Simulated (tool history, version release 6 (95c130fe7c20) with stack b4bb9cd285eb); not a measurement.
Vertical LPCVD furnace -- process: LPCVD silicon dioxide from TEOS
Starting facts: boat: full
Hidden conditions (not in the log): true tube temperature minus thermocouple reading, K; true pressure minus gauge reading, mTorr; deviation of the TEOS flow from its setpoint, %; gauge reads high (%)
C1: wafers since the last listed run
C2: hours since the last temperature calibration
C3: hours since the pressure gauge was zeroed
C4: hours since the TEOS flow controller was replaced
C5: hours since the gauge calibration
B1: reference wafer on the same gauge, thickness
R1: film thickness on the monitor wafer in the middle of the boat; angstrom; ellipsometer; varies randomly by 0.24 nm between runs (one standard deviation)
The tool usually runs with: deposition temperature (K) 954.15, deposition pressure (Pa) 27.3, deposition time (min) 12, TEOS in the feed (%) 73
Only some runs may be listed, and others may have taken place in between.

{"run": 1, "hour": 0.0, "deposition temperature (K)": 948.15, "deposition pressure (Pa)": 27.3, "deposition time (min)": 12, "TEOS in the feed (%)": 73, "C1": 0, "C2": 224.1, "C3": 1671.0, "C4": 1616.8, "C5": 16.8, "B1": 48.09, "R1": 407.3}
{"run": 2, "hour": 74.1, "deposition temperature (K)": 948.15, "deposition pressure (Pa)": 27.3, "deposition time (min)": 12, "TEOS in the feed (%)": 73, "C1": 1561, "C2": 298.2, "C3": 1745.1, "C4": 1690.9, "C5": 90.9, "B1": 47.98, "R1": 402.5}
{"run": 3, "hour": 127.6, "deposition temperature (K)": 948.15, "deposition pressure (Pa)": 27.3, "deposition time (min)": 12, "TEOS in the feed (%)": 73, "C1": 1127, "C2": 351.7, "C3": 1798.6, "C4": 1744.4, "C5": 144.4, "B1": 48.11, "R1": 402.6}
{"run": 4, "hour": 203.6, "deposition temperature (K)": 954.15, "deposition pressure (Pa)": 27.3, "deposition time (min)": 15, "TEOS in the feed (%)": 73, "C1": 1601, "C2": 427.7, "C3": 1874.6, "C4": 1820.4, "C5": 220.4, "B1": 48.17, "R1": 579.2}
{"run": 5, "hour": 306.3, "deposition temperature (K)": 954.15, "deposition pressure (Pa)": 27.3, "deposition time (min)": 15, "TEOS in the feed (%)": 73, "C1": 2164, "C2": 530.4, "C3": 1977.3, "C4": 1923.1, "C5": 323.1, "B1": 48.1, "R1": 577.0}
{"run": 6, "hour": 343.5, "deposition temperature (K)": 954.15, "deposition pressure (Pa)": 27.3, "deposition time (min)": 12, "TEOS in the feed (%)": 73, "C1": 784, "C2": 567.6, "C3": 2014.5, "C4": 1960.3, "C5": 360.3, "B1": 48.05, "R1": 463.9}
{"run": 7, "hour": 406.2, "deposition temperature (K)": 954.15, "deposition pressure (Pa)": 27.3, "deposition time (min)": 12, "TEOS in the feed (%)": 73, "C1": 1321, "C2": 630.3, "C3": 2077.2, "C4": 2023.0, "C5": 423.0, "B1": 48.02, "R1": 468.6}
{"run": 8, "hour": 493.0, "deposition temperature (K)": 954.15, "deposition pressure (Pa)": 27.3, "deposition time (min)": 12, "TEOS in the feed (%)": 73, "C1": 1829, "C2": 717.1, "C3": 2164.0, "C4": 2109.8, "C5": 509.8, "B1": 48.16, "R1": 465.7}
{"run": 9, "hour": 568.1, "deposition temperature (K)": 954.15, "deposition pressure (Pa)": 27.3, "deposition time (min)": 9, "TEOS in the feed (%)": 73, "C1": 1582, "C2": 792.2, "C3": 2239.1, "C4": 2184.9, "C5": 584.9, "B1": 48.06, "R1": 347.0}
{"run": 10, "hour": 637.7, "deposition temperature (K)": 954.15, "deposition pressure (Pa)": 27.3, "deposition time (min)": 9, "TEOS in the feed (%)": 73, "C1": 1466, "C2": 861.8, "C3": 2308.7, "C4": 2254.5, "C5": 654.5, "B1": 48.07, "R1": 351.3}
{"run": 11, "hour": 724.1, "deposition temperature (K)": 954.15, "deposition pressure (Pa)": 27.3, "deposition time (min)": 12, "TEOS in the feed (%)": 67, "C1": 1821, "C2": 948.2, "C3": 2395.1, "C4": 2340.9, "C5": 740.9, "B1": 48.23, "R1": 444.9}
{"run": 12, "hour": 766.3, "deposition temperature (K)": 947.15, "deposition pressure (Pa)": 27.3, "deposition time (min)": 12, "TEOS in the feed (%)": 73, "C1": 889, "C2": 990.4, "C3": 2437.3, "C4": 2383.1, "C5": 783.1, "B1": 48.12, "R1": 391.8}
{"run": 13, "hour": 837.4, "deposition temperature (K)": 947.15, "deposition pressure (Pa)": 27.3, "deposition time (min)": 12, "TEOS in the feed (%)": 73, "C1": 1498, "C2": 1061.5, "C3": 2508.4, "C4": 2454.2, "C5": 854.2, "B1": 48.21, "R1": 390.8}
{"run": 14, "hour": 929.6, "deposition temperature (K)": 954.15, "deposition pressure (Pa)": 27.3, "deposition time (min)": 12, "TEOS in the feed (%)": 73, "C1": 1943, "C2": 1153.7, "C3": 2600.6, "C4": 2546.4, "C5": 946.4, "B1": 48.17, "R1": 466.2}
{"run": 15, "hour": 992.1, "deposition temperature (K)": 954.15, "deposition pressure (Pa)": 27.3, "deposition time (min)": 12, "TEOS in the feed (%)": 73, "C1": 1317, "C2": 1216.2, "C3": 2663.1, "C4": 2608.9, "C5": 1008.9, "B1": 48.16, "R1": 463.6}
{"hour": 1058.1, "done": "TEOS flow controller replaced"}
{"run": 16, "hour": 1066.6, "deposition temperature (K)": 954.15, "deposition pressure (Pa)": 33.3, "deposition time (min)": 12, "TEOS in the feed (%)": 73, "C1": 1064, "C2": 1290.7, "C3": 2737.6, "C4": 8.5, "C5": 1083.4, "B1": 48.09, "R1": 512.5}
{"run": 17, "hour": 1144.8, "deposition temperature (K)": 965.15, "deposition pressure (Pa)": 32.7, "deposition time (min)": 16, "TEOS in the feed (%)": 80, "C1": 1648, "C2": 1368.9, "C3": 2815.8, "C4": 86.7, "C5": 1161.6, "B1": 48.07, "R1": 926.4}
{"run": 18, "hour": 1182.4, "deposition temperature (K)": 954.15, "deposition pressure (Pa)": 27.3, "deposition time (min)": 12, "TEOS in the feed (%)": 73, "C1": 792, "C2": 1406.5, "C3": 2853.4, "C4": 124.3, "C5": 1199.2, "B1": 48.15, "R1": 466.1}

Forecast run 19:
{"hour": 1239.3, "done": "gauge calibrated"}
{"run": 19, "hour": 1239.5, "deposition temperature (K)": 962.15, "deposition pressure (Pa)": 27.3, "deposition time (min)": 12, "TEOS in the feed (%)": 67, "C1": 1203, "C2": 1463.6, "C3": 2910.5, "C4": 181.4, "C5": 0.2, "B1": "?", "R1": "?"}

B1: 48.06
R1: 540.7 angstrom
Were there no unlogged condition in the tool, this run, its random variation unchanged, would have produced R1 554.0 angstrom.
